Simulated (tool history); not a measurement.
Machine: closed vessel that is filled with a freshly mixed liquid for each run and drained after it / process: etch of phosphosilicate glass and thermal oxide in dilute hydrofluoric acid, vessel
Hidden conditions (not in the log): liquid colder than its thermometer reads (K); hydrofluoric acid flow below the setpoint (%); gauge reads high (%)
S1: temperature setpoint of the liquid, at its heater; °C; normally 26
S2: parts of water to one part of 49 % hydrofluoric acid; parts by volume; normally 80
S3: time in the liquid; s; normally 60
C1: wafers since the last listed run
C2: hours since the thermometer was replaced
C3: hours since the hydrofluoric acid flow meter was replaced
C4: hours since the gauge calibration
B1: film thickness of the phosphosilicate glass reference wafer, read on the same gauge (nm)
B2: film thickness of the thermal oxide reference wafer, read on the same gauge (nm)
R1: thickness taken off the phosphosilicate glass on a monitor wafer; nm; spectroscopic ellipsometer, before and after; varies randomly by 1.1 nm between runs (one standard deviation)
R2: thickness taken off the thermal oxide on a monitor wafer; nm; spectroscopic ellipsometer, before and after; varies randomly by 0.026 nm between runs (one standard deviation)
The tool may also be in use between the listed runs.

run   hour    S1   S2  S3    C1      C2     C3      C4     B1      B2      R1     R2
  1      0    26   80  60     0  1500.1  544.1     910  69.99  90.005  153.48   3.31
  2     14    26   80  55  1403  1514.1  558.1     924  70.01   89.98  140.12  3.015
  3     39    26   80  55  2506  1539.1  583.1     949  69.98  89.987  139.87  2.998
  4   52.2    26   70  35  1323  1552.3  596.3   962.2  70.01  90.012  103.69  2.206
  5   80.6    26   70  35  2847  1580.7  624.7   990.6  69.99  89.976  101.25  2.216
     105.1  -- thermometer replaced
  6  105.9    26   70  35  2436     0.8    650  1015.9  69.98   89.98  110.35  2.374
     111.5  -- gauge calibrated
  7  128.5    26   70  35  2265    23.4  672.6      17  70.03  89.976  111.61  2.403
  8  144.9  21.5   95  90  1644    39.8    689    33.4  69.98  89.986  170.49  3.666
  9  177.1    28   45  45  3228      72  721.2    65.6     70  89.999  247.49  5.306
 10  198.1  22.5   80  60  2105      93  742.2    86.6     70  90.005  141.45  3.036
     205.1  -- hydrofluoric acid flow meter replaced
 11  219.8    26   80  75  2075   114.7   14.7   108.3  70.02  89.998  219.86  4.722
 12  236.5    26   80  60  1674   131.4   31.4     125  69.99  89.985  174.15   3.77
 13  259.9    26  120  60  2346   154.8   54.8   148.4  69.98  90.021  110.35  2.367
 14  275.4    23   80  60  1554   170.3   70.3   163.9  69.98  90.003  153.83  3.285
 15  363.1    26   55  60  8793     258    158   251.6  69.97  89.999  260.19  5.539
 16  393.7  21.5   55  60  3068   288.6  188.6   282.2  70.01      90  213.67   4.57

What does the tool deliver on the next run?
 17  410.7  26  80  60  1704  305.6  205.6  299.2   ?   ?   ?   ?

B1: 70.01
B2: 89.986
R1: 170.92 nm
R2: 3.648 nm
The same run, on a tool lacking any hidden state, would have yielded R1 180.34 nm, R2 3.85 nm.
